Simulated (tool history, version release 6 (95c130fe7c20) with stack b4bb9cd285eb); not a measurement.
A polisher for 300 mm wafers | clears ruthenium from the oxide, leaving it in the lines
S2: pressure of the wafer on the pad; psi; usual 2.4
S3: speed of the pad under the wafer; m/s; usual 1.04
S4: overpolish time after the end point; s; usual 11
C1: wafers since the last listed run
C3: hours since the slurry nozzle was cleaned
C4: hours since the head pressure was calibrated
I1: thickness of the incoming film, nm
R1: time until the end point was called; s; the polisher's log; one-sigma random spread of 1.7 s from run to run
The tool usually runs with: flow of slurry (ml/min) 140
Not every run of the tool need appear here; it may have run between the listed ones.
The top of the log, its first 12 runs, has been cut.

At day 10.846: worn pad replaced by a new one.
Run 13, day 10.867: usual settings; C1 230; wafers polished on this pad 5; C3 275; C4 842.2; I1 199.7. Result: R1 133.9 s.
Run 14, day 11.521: usual settings; C1 166; wafers polished on this pad 171; C3 290.7; C4 857.9; I1 201.3. Result: R1 132.9 s.
Run 15, day 12.562: usual settings; C1 265; wafers polished on this pad 436; C3 315.7; C4 882.9; I1 201.7. Result: R1 136.1 s.
Run 16, day 13.767: usual settings; C1 306; wafers polished on this pad 742; C3 344.6; C4 911.8; I1 203.8. Result: R1 142 s.
Run 17, day 14.962: usual settings but S3 0.74 m/s; C1 304; wafers polished on this pad 1047; C3 373.3; C4 940.5; I1 201.8. Result: R1 196.2 s.
Run 18, day 16.346: usual settings but flow of slurry (ml/min) 110, S3 0.78 m/s, S4 9 s; C1 351; wafers polished on this pad 1399; C3 406.5; C4 973.7; I1 198.2. Result: R1 199 s.
At day 17.7: worn pad replaced by a new one.
Run 19, day 17.721: usual settings but S3 0.84 m/s; C1 307; wafers polished on this pad 4; C3 439.5; C4 1006.7; I1 199.5. Result: R1 173.9 s.
At day 18.908: head pressure recalibrated.
Run 20, day 19.142: usual settings; C1 340; wafers polished on this pad 345; C3 473.6; C4 5.6; I1 198.9. Result: R1 127 s.
Run 21, day 19.833: usual settings but S3 0.76 m/s; C1 175; wafers polished on this pad 521; C3 490.2; C4 22.2; I1 200.2. Result: R1 172 s.
Run 22, day 20.925: usual settings but S2 1.7 psi; C1 277; wafers polished on this pad 798; C3 516.4; C4 48.4; I1 198.8. Result: R1 182 s.
Run 23, day 21.829: usual settings but flow of slurry (ml/min) 175, S3 0.76 m/s; C1 230; wafers polished on this pad 1028; C3 538.1; C4 70.1; I1 201.7. Result: R1 162.4 s.
At day 21.958: slurry nozzle cleaned.
Run 24, day 22.717: usual settings but S3 0.92 m/s, S4 5 s; C1 215; wafers polished on this pad 1244; C3 18.2; C4 91.4; I1 200.4. Result: R1 127.2 s.
At day 22.892: worn pad replaced by a new one.
Run 25, day 23.717: usual settings but S4 16 s; C1 212; wafers polished on this pad 210; C3 42.2; C4 115.4; I1 202.7. Result: R1 122.2 s.
Run 26, day 24.962: usual settings but flow of slurry (ml/min) 160, S2 3 psi, S3 1.22 m/s, S4 8 s; C1 316; wafers polished on this pad 527; C3 72.1; C4 145.3; I1 200.4. Result: R1 76.9 s.
Run 27, day 25.946: usual settings but S2 1.8 psi, S4 14 s; C1 250; wafers polished on this pad 777; C3 95.7; C4 168.9; I1 202.8. Result: R1 159.2 s.
Run 28, day 26.492: usual settings but S2 2.7 psi, S3 0.78 m/s, S4 18 s; C1 138; wafers polished on this pad 916; C3 108.8; C4 182; I1 197.6. Result: R1 135.9 s.
Run 29, day 27.321: usual settings but flow of slurry (ml/min) 160; C1 210; wafers polished on this pad 1127; C3 128.7; C4 201.9; I1 196.7. Result: R1 113.2 s.
At day 28.138: worn pad replaced by a new one.
Run 30, day 28.338: usual settings but flow of slurry (ml/min) 160; C1 216; wafers polished on this pad 50; C3 153.1; C4 226.3; I1 201.5. Result: R1 117.1 s.
Run 31, day 28.908: usual settings but flow of slurry (ml/min) 110; C1 145; wafers polished on this pad 195; C3 166.8; C4 240; I1 198.1. Result: R1 121.1 s.
Run 32, day 29.596: usual settings; C1 174; wafers polished on this pad 370; C3 183.3; C4 256.5; I1 201.7. Result: R1 119.5 s.
Run 33, day 30.158: usual settings but S2 3 psi; C1 143; wafers polished on this pad 513; C3 196.8; C4 270; I1 196.6. Result: R1 95.2 s.

Each row is a separate what-if for the run after 33, all from the same tool condition, not one after another. Results?
Run A, day 30.179: usual settings but S4 5 s; C1 5; wafers polished on this pad 519; C3 197.3; C4 270.5; I1 203.5. Result: R1 ?.
Run B, day 30.179: usual settings but S3 0.88 m/s; C1 5; wafers polished on this pad 519; C3 197.3; C4 270.5; I1 203.5. Result: R1 ?.
Run C, day 30.179: usual settings but flow of slurry (ml/min) 175, S2 2.9 psi; C1 5; wafers polished on this pad 519; C3 197.3; C4 270.5; I1 203.5. Result: R1 ?.
Run D, day 30.179: usual settings but flow of slurry (ml/min) 120, S2 1.8 psi, S4 13 s; C1 5; wafers polished on this pad 519; C3 197.3; C4 270.5; I1 203.5. Result: R1 ?.

run     R1
  A  121.9
  B  142.6
  C   96.5
  D  168.7
With no hidden state in the tool, these same runs would have given:
run     R1
  A  115.4
  B    135
  C   91.8
  D  159.1
